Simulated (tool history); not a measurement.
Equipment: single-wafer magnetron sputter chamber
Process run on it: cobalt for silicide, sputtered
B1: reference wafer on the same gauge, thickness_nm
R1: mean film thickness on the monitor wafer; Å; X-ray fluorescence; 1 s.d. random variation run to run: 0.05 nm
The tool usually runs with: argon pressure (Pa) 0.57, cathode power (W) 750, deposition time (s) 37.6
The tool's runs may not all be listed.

run 1 hour=0 | argon_pressure_(Pa)=0.57 cathode_power_(W)=750 deposition_time_(s)=37.6 | B1=13.103 | R1=145.12
run 2 hour=56 | argon_pressure_(Pa)=0.57 cathode_power_(W)=750 deposition_time_(s)=33 | B1=13.104 | R1=126.55
run 3 hour=114.3 | argon_pressure_(Pa)=0.57 cathode_power_(W)=750 deposition_time_(s)=33 | B1=13.096 | R1=126.86
run 4 hour=167.3 | argon_pressure_(Pa)=0.57 cathode_power_(W)=750 deposition_time_(s)=33 | B1=13.113 | R1=127.59
run 5 hour=206.9 | argon_pressure_(Pa)=0.57 cathode_power_(W)=750 deposition_time_(s)=37.6 | B1=13.114 | R1=144.72
run 6 hour=238 | argon_pressure_(Pa)=0.57 cathode_power_(W)=750 deposition_time_(s)=37.6 | B1=13.093 | R1=145.93
-- hour=278.5 sputter target and shields replaced
run 7 hour=285.8 | argon_pressure_(Pa)=0.57 cathode_power_(W)=750 deposition_time_(s)=37.6 | B1=13.105 | R1=145.15
run 8 hour=338.4 | argon_pressure_(Pa)=0.57 cathode_power_(W)=750 deposition_time_(s)=37.6 | B1=13.126 | R1=145.46
run 9 hour=363.5 | argon_pressure_(Pa)=0.57 cathode_power_(W)=750 deposition_time_(s)=37.6 | B1=13.099 | R1=144.55
run 10 hour=429.3 | argon_pressure_(Pa)=0.57 cathode_power_(W)=850 deposition_time_(s)=31.7 | B1=13.118 | R1=139.13
run 11 hour=463.8 | argon_pressure_(Pa)=0.57 cathode_power_(W)=850 deposition_time_(s)=31.7 | B1=13.101 | R1=138.07
run 12 hour=507.4 | argon_pressure_(Pa)=0.57 cathode_power_(W)=850 deposition_time_(s)=31.7 | B1=13.101 | R1=137.84
-- hour=535.5 gauge calibrated
run 13 hour=540.4 | argon_pressure_(Pa)=0.57 cathode_power_(W)=750 deposition_time_(s)=39.3 | B1=13.102 | R1=151.43
run 14 hour=606.2 | argon_pressure_(Pa)=0.57 cathode_power_(W)=750 deposition_time_(s)=37.6 | B1=13.091 | R1=144.53
run 15 hour=644.1 | argon_pressure_(Pa)=0.349 cathode_power_(W)=750 deposition_time_(s)=37.6 | B1=13.112 | R1=154.22
run 16 hour=738.9 | argon_pressure_(Pa)=0.57 cathode_power_(W)=700 deposition_time_(s)=30.5 | B1=13.099 | R1=109.24
-- hour=756.8 sputter target and shields replaced
run 17 hour=781 | argon_pressure_(Pa)=0.57 cathode_power_(W)=750 deposition_time_(s)=37.6 | B1=13.109 | R1=143.17
run 18 hour=851.7 | argon_pressure_(Pa)=0.757 cathode_power_(W)=900 deposition_time_(s)=40.2 | B1=13.115 | R1=174.79
-- hour=873.4 magnet pack replaced
run 19 hour=912.7 | argon_pressure_(Pa)=0.57 cathode_power_(W)=750 deposition_time_(s)=37.6 | B1=13.099 | R1=143.86
run 20 hour=947.4 | argon_pressure_(Pa)=0.57 cathode_power_(W)=650 deposition_time_(s)=44.2 | B1=13.106 | R1=146.82
run 21 hour=1007.4 | argon_pressure_(Pa)=0.782 cathode_power_(W)=750 deposition_time_(s)=37.6 | B1=13.084 | R1=134.22
run 22 hour=1032.5 | argon_pressure_(Pa)=0.788 cathode_power_(W)=850 deposition_time_(s)=37.6 | B1=13.081 | R1=150.91
run 23 hour=1069.9 | argon_pressure_(Pa)=0.57 cathode_power_(W)=750 deposition_time_(s)=33.4 | B1=13.101 | R1=127.38
run 24 hour=1123.3 | argon_pressure_(Pa)=0.795 cathode_power_(W)=750 deposition_time_(s)=43.6 | B1=13.092 | R1=154.77
-- hour=1201.2 sputter target and shields replaced
-- hour=1206.7 capacitance manometer re-zeroed and calibrated
run 25 hour=1211.7 | argon_pressure_(Pa)=0.57 cathode_power_(W)=750 deposition_time_(s)=37.6 | B1=13.094 | R1=144.43
run 26 hour=1277.6 | argon_pressure_(Pa)=0.399 cathode_power_(W)=750 deposition_time_(s)=37.6 | B1=13.116 | R1=153.11
run 27 hour=1336.1 | argon_pressure_(Pa)=0.715 cathode_power_(W)=750 deposition_time_(s)=43.9 | B1=13.102 | R1=162.47
run 28 hour=1377.8 | argon_pressure_(Pa)=0.491 cathode_power_(W)=700 deposition_time_(s)=37.6 | B1=13.103 | R1=139.23
run 29 hour=1403.1 | argon_pressure_(Pa)=0.57 cathode_power_(W)=550 deposition_time_(s)=44.5 | B1=13.099 | R1=126
run 30 hour=1457.3 | argon_pressure_(Pa)=0.464 cathode_power_(W)=800 deposition_time_(s)=45 | B1=13.1 | R1=191.99
run 31 hour=1528.3 | argon_pressure_(Pa)=0.57 cathode_power_(W)=750 deposition_time_(s)=41.8 | B1=13.094 | R1=161.55
run 32 hour=1575.3 | argon_pressure_(Pa)=0.57 cathode_power_(W)=750 deposition_time_(s)=37.6 | B1=13.11 | R1=145.61
run 33 hour=1602.6 | argon_pressure_(Pa)=0.57 cathode_power_(W)=750 deposition_time_(s)=37.6 | B1=13.117 | R1=144.62
-- hour=1624.7 sputter target and shields replaced
run 34 hour=1647.2 | argon_pressure_(Pa)=0.683 cathode_power_(W)=600 deposition_time_(s)=33.1 | B1=13.1 | R1=98.24
run 35 hour=1679.8 | argon_pressure_(Pa)=0.57 cathode_power_(W)=750 deposition_time_(s)=35.2 | B1=13.092 | R1=136.01
run 36 hour=1728.7 | argon_pressure_(Pa)=0.428 cathode_power_(W)=850 deposition_time_(s)=31 | B1=13.095 | R1=141

Forecast each of these 3 alternatives for the next run:
run A hour=1729.1 | argon_pressure_(Pa)=0.57 cathode_power_(W)=750 deposition_time_(s)=37.6 | B1=? | R1=?
run B hour=1729.1 | argon_pressure_(Pa)=0.57 cathode_power_(W)=650 deposition_time_(s)=37.6 | B1=? | R1=?
run C hour=1729.1 | argon_pressure_(Pa)=0.57 cathode_power_(W)=900 deposition_time_(s)=30.1 | B1=? | R1=?

run=A B1=13.094 R1=144.41
run=B B1=13.094 R1=125.16
run=C B1=13.094 R1=138.73
Take away the tool's hidden state, keep each run's random variation, and the runs would have read:
run=A R1=144.67
run=B R1=125.38
run=C R1=138.98
